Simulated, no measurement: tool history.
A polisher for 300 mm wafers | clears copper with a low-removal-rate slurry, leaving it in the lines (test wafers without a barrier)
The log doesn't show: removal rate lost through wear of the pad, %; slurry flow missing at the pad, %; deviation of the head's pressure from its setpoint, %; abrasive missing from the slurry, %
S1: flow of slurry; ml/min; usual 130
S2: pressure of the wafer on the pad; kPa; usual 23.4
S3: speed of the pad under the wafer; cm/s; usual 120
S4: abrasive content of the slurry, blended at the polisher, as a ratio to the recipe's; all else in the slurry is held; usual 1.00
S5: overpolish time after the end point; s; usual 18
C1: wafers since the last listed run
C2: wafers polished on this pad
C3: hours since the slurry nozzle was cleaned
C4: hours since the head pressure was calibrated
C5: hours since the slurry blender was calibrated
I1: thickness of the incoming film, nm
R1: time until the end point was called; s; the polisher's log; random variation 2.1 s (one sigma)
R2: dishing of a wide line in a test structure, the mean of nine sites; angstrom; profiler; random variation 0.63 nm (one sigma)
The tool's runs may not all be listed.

run 1 hour=0.0 | S1=130 S2=26.9 S3=120 S4=1.00 S5=18 | C1=0 C2=356 C3=312.2 C4=195.0 C5=45.9 | I1=464.3 | R1=116.0 R2=472
run 2 hour=45.1 | S1=130 S2=23.4 S3=120 S4=1.00 S5=18 | C1=426 C2=783 C3=357.3 C4=240.1 C5=91.0 | I1=455.7 | R1=128.4 R2=423
run 3 hour=80.9 | S1=130 S2=23.4 S3=120 S4=1.00 S5=18 | C1=338 C2=1122 C3=393.1 C4=275.9 C5=126.8 | I1=456.5 | R1=127.7 R2=412
-- hour=97.2 slurry blender recalibrated
-- hour=131.2 worn pad replaced by a new one
run 4 hour=149.0 | S1=130 S2=23.4 S3=120 S4=1.00 S5=18 | C1=587 C2=168 C3=461.2 C4=344.0 C5=51.8 | I1=454.6 | R1=131.5 R2=399
-- hour=165.6 head pressure recalibrated
run 5 hour=198.0 | S1=130 S2=23.4 S3=120 S4=1.00 S5=18 | C1=444 C2=613 C3=510.2 C4=32.4 C5=100.8 | I1=458.8 | R1=132.6 R2=406
run 6 hour=230.0 | S1=130 S2=23.4 S3=120 S4=1.00 S5=18 | C1=302 C2=916 C3=542.2 C4=64.4 C5=132.8 | I1=466.9 | R1=132.2 R2=415
-- hour=249.9 slurry nozzle cleaned
-- hour=257.1 slurry blender recalibrated
-- hour=296.6 worn pad replaced by a new one
run 7 hour=297.8 | S1=130 S2=23.4 S3=120 S4=1.00 S5=18 | C1=575 C2=11 C3=47.9 C4=132.2 C5=40.7 | I1=465.7 | R1=131.2 R2=402
run 8 hour=394.6 | S1=130 S2=23.4 S3=120 S4=1.00 S5=11 | C1=916 C2=927 C3=144.7 C4=229.0 C5=137.5 | I1=456.7 | R1=129.6 R2=263
-- hour=427.2 slurry blender recalibrated
-- hour=450.1 worn pad replaced by a new one
run 9 hour=463.4 | S1=130 S2=23.4 S3=120 S4=1.00 S5=18 | C1=594 C2=125 C3=213.5 C4=297.8 C5=36.2 | I1=466.4 | R1=132.1 R2=408
run 10 hour=502.5 | S1=130 S2=23.4 S3=120 S4=1.00 S5=18 | C1=370 C2=495 C3=252.6 C4=336.9 C5=75.3 | I1=461.6 | R1=133.4 R2=409
run 11 hour=561.8 | S1=130 S2=29.6 S3=150 S4=1.00 S5=18 | C1=561 C2=1057 C3=311.9 C4=396.2 C5=134.6 | I1=458.0 | R1=82.8 R2=593
-- hour=570.3 head pressure recalibrated
-- hour=585.4 slurry blender recalibrated
-- hour=607.7 worn pad replaced by a new one
run 12 hour=609.4 | S1=130 S2=23.4 S3=120 S4=1.00 S5=18 | C1=374 C2=15 C3=359.5 C4=39.1 C5=24.0 | I1=454.4 | R1=124.4 R2=408
run 13 hour=660.1 | S1=175 S2=23.4 S3=120 S4=1.00 S5=18 | C1=479 C2=495 C3=410.2 C4=89.8 C5=74.7 | I1=459.9 | R1=124.1 R2=418
run 14 hour=701.6 | S1=130 S2=23.4 S3=146 S4=1.15 S5=18 | C1=392 C2=888 C3=451.7 C4=131.3 C5=116.2 | I1=470.0 | R1=106.8 R2=493
-- hour=726.0 slurry blender recalibrated
-- hour=747.4 worn pad replaced by a new one
run 15 hour=747.9 | S1=130 S2=23.4 S3=104 S4=1.15 S5=18 | C1=381 C2=4 C3=498.0 C4=177.6 C5=21.9 | I1=451.5 | R1=138.0 R2=383
run 16 hour=780.2 | S1=130 S2=23.4 S3=120 S4=0.75 S5=18 | C1=305 C2=310 C3=530.3 C4=209.9 C5=54.2 | I1=454.5 | R1=140.5 R2=382

Forecast each of these 4 alternatives for the next run:
run A hour=780.7 | S1=95 S2=23.4 S3=120 S4=1.00 S5=18 | C1=4 C2=315 C3=530.8 C4=210.4 C5=54.7 | I1=464.6 | R1=? R2=?
run B hour=780.7 | S1=155 S2=20.0 S3=120 S4=1.00 S5=18 | C1=4 C2=315 C3=530.8 C4=210.4 C5=54.7 | I1=464.6 | R1=? R2=?
run C hour=780.7 | S1=130 S2=29.0 S3=146 S4=1.00 S5=18 | C1=4 C2=315 C3=530.8 C4=210.4 C5=54.7 | I1=464.6 | R1=? R2=?
run D hour=780.7 | S1=130 S2=23.4 S3=120 S4=1.15 S5=18 | C1=4 C2=315 C3=530.8 C4=210.4 C5=54.7 | I1=464.6 | R1=? R2=?

run=A R1=140.5 R2=387
run=B R1=150.7 R2=363
run=C R1=88.9 R2=560
run=D R1=127.0 R2=420
Without the tool's hidden state the same runs would have given:
run=A R1=140.5 R2=387
run=B R1=150.7 R2=363
run=C R1=88.9 R2=560
run=D R1=127.0 R2=420
